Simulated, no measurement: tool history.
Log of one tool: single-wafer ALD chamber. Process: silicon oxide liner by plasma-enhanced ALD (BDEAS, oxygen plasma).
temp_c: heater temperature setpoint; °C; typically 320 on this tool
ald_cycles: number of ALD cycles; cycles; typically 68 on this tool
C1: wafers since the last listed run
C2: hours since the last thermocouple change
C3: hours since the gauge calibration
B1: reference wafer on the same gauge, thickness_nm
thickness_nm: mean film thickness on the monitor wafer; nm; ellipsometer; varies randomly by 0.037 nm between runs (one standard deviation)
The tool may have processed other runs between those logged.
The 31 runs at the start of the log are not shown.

{"run": 32, "hour": 989.9, "temp_c": 305, "ald_cycles": 63, "C1": 158, "C2": 299, "C3": 313.8, "B1": 8.049, "thickness_nm": 6.852}
{"run": 33, "hour": 1020.9, "temp_c": 310, "ald_cycles": 77, "C1": 227, "C2": 330, "C3": 344.8, "B1": 8.065, "thickness_nm": 8.266}
{"run": 34, "hour": 1063.0, "temp_c": 326, "ald_cycles": 74, "C1": 309, "C2": 372.1, "C3": 386.9, "B1": 8.076, "thickness_nm": 7.685}
{"run": 35, "hour": 1087.0, "temp_c": 330, "ald_cycles": 68, "C1": 176, "C2": 396.1, "C3": 410.9, "B1": 8.083, "thickness_nm": 7.048}
{"run": 36, "hour": 1099.4, "temp_c": 332, "ald_cycles": 79, "C1": 91, "C2": 408.5, "C3": 423.3, "B1": 8.092, "thickness_nm": 8.211}
{"run": 37, "hour": 1131.0, "temp_c": 320, "ald_cycles": 68, "C1": 232, "C2": 440.1, "C3": 454.9, "B1": 8.096, "thickness_nm": 7.218}
{"run": 38, "hour": 1164.0, "temp_c": 309, "ald_cycles": 68, "C1": 242, "C2": 473.1, "C3": 487.9, "B1": 8.107, "thickness_nm": 7.351}
{"run": 39, "hour": 1196.7, "temp_c": 312, "ald_cycles": 57, "C1": 240, "C2": 505.8, "C3": 520.6, "B1": 8.121, "thickness_nm": 6.125}
{"run": 40, "hour": 1215.2, "temp_c": 306, "ald_cycles": 76, "C1": 136, "C2": 524.3, "C3": 539.1, "B1": 8.133, "thickness_nm": 8.205}
{"run": 41, "hour": 1232.5, "temp_c": 320, "ald_cycles": 68, "C1": 127, "C2": 541.6, "C3": 556.4, "B1": 8.142, "thickness_nm": 7.175}

3 options for the next run, each taken on its own from the tool as it stands now. Forecast them:
{"run": "A", "hour": 1233.0, "temp_c": 327, "ald_cycles": 68, "C1": 3, "C2": 542.1, "C3": 556.9, "B1": "?", "thickness_nm": "?"}
{"run": "B", "hour": 1233.0, "temp_c": 328, "ald_cycles": 56, "C1": 3, "C2": 542.1, "C3": 556.9, "B1": "?", "thickness_nm": "?"}
{"run": "C", "hour": 1233.0, "temp_c": 320, "ald_cycles": 64, "C1": 3, "C2": 542.1, "C3": 556.9, "B1": "?", "thickness_nm": "?"}

run=A B1=8.143 thickness_nm=7.095
run=B B1=8.143 thickness_nm=5.833
run=C B1=8.143 thickness_nm=6.755
With the hidden condition removed and each run's random variation left untouched, the same runs would have given:
run=A thickness_nm=6.976
run=B thickness_nm=5.736
run=C thickness_nm=6.642
